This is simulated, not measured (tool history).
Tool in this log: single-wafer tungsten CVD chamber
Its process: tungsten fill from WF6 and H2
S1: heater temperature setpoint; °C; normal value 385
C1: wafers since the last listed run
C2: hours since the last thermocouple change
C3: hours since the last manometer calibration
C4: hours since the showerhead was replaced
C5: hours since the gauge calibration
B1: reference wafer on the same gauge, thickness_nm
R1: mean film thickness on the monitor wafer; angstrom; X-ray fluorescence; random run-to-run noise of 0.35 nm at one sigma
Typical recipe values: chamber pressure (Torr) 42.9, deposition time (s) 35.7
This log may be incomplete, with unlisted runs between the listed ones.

run 1 hour=0.0 | S1=385 chamber_pressure_(Torr)=42.9 deposition_time_(s)=35.7 | C1=0 C2=1607.7 C3=2182.8 C4=5174.6 C5=73.1 | B1=96.478 | R1=901.10
run 2 hour=51.2 | S1=385 chamber_pressure_(Torr)=42.9 deposition_time_(s)=35.7 | C1=885 C2=1658.9 C3=2234.0 C4=5225.8 C5=124.3 | B1=96.494 | R1=904.52
run 3 hour=136.1 | S1=385 chamber_pressure_(Torr)=42.9 deposition_time_(s)=35.7 | C1=1467 C2=1743.8 C3=2318.9 C4=5310.7 C5=209.2 | B1=96.507 | R1=904.74
run 4 hour=222.9 | S1=385 chamber_pressure_(Torr)=42.9 deposition_time_(s)=35.7 | C1=1500 C2=1830.6 C3=2405.7 C4=5397.5 C5=296.0 | B1=96.480 | R1=903.81
run 5 hour=262.3 | S1=385 chamber_pressure_(Torr)=42.9 deposition_time_(s)=35.7 | C1=681 C2=1870.0 C3=2445.1 C4=5436.9 C5=335.4 | B1=96.524 | R1=905.03
run 6 hour=362.0 | S1=385 chamber_pressure_(Torr)=42.9 deposition_time_(s)=35.7 | C1=1723 C2=1969.7 C3=2544.8 C4=5536.6 C5=435.1 | B1=96.514 | R1=904.74
-- hour=448.4 thermocouple changed; heater temperature recalibrated
run 7 hour=468.4 | S1=385 chamber_pressure_(Torr)=42.9 deposition_time_(s)=35.7 | C1=1700 C2=20.0 C3=2651.2 C4=5643.0 C5=541.5 | B1=96.515 | R1=936.49
-- hour=469.0 gauge calibrated
run 8 hour=532.8 | S1=385 chamber_pressure_(Torr)=42.9 deposition_time_(s)=30.9 | C1=1113 C2=84.4 C3=2715.6 C4=5707.4 C5=63.8 | B1=96.431 | R1=810.68
run 9 hour=619.3 | S1=389 chamber_pressure_(Torr)=42.9 deposition_time_(s)=31.4 | C1=1495 C2=170.9 C3=2802.1 C4=5793.9 C5=150.3 | B1=96.513 | R1=879.51
-- hour=629.8 showerhead replaced
run 10 hour=672.2 | S1=385 chamber_pressure_(Torr)=42.9 deposition_time_(s)=37.8 | C1=776 C2=223.8 C3=2855.0 C4=42.4 C5=203.2 | B1=96.515 | R1=986.64
run 11 hour=746.1 | S1=380 chamber_pressure_(Torr)=42.9 deposition_time_(s)=35.7 | C1=1277 C2=297.7 C3=2928.9 C4=116.3 C5=277.1 | B1=96.549 | R1=849.73
-- hour=785.4 capacitance manometer re-zeroed and calibrated
run 12 hour=786.2 | S1=385 chamber_pressure_(Torr)=42.9 deposition_time_(s)=35.7 | C1=554 C2=337.8 C3=0.8 C4=156.4 C5=317.2 | B1=96.526 | R1=925.31
run 13 hour=840.4 | S1=372 chamber_pressure_(Torr)=50.3 deposition_time_(s)=32.4 | C1=936 C2=392.0 C3=55.0 C4=210.6 C5=371.4 | B1=96.552 | R1=699.89
-- hour=913.9 gauge calibrated
run 14 hour=915.4 | S1=385 chamber_pressure_(Torr)=42.9 deposition_time_(s)=32.0 | C1=1296 C2=467.0 C3=130.0 C4=285.6 C5=1.5 | B1=96.476 | R1=828.66
run 15 hour=994.9 | S1=385 chamber_pressure_(Torr)=35.1 deposition_time_(s)=35.7 | C1=1374 C2=546.5 C3=209.5 C4=365.1 C5=81.0 | B1=96.479 | R1=864.67

5 options for the next run, each taken on its own from the tool as it stands now. Forecast them:
run A hour=995.3 | S1=385 chamber_pressure_(Torr)=39.4 deposition_time_(s)=35.7 | C1=6 C2=546.9 C3=209.9 C4=365.5 C5=81.4 | B1=? | R1=?
run B hour=995.3 | S1=392 chamber_pressure_(Torr)=50.4 deposition_time_(s)=41.8 | C1=6 C2=546.9 C3=209.9 C4=365.5 C5=81.4 | B1=? | R1=?
run C hour=995.3 | S1=385 chamber_pressure_(Torr)=48.2 deposition_time_(s)=35.7 | C1=6 C2=546.9 C3=209.9 C4=365.5 C5=81.4 | B1=? | R1=?
run D hour=995.3 | S1=378 chamber_pressure_(Torr)=48.0 deposition_time_(s)=35.7 | C1=6 C2=546.9 C3=209.9 C4=365.5 C5=81.4 | B1=? | R1=?
run E hour=995.3 | S1=380 chamber_pressure_(Torr)=49.5 deposition_time_(s)=28.6 | C1=6 C2=546.9 C3=209.9 C4=365.5 C5=81.4 | B1=? | R1=?

run=A B1=96.534 R1=890.61
run=B B1=96.534 R1=1289.80
run=C B1=96.534 R1=956.98
run=D B1=96.534 R1=841.49
run=E B1=96.534 R1=706.71
Without the tool's unlogged condition, the same runs would have read:
run=A R1=906.15
run=B R1=1311.37
run=C R1=973.68
run=D R1=856.67
run=E R1=719.29

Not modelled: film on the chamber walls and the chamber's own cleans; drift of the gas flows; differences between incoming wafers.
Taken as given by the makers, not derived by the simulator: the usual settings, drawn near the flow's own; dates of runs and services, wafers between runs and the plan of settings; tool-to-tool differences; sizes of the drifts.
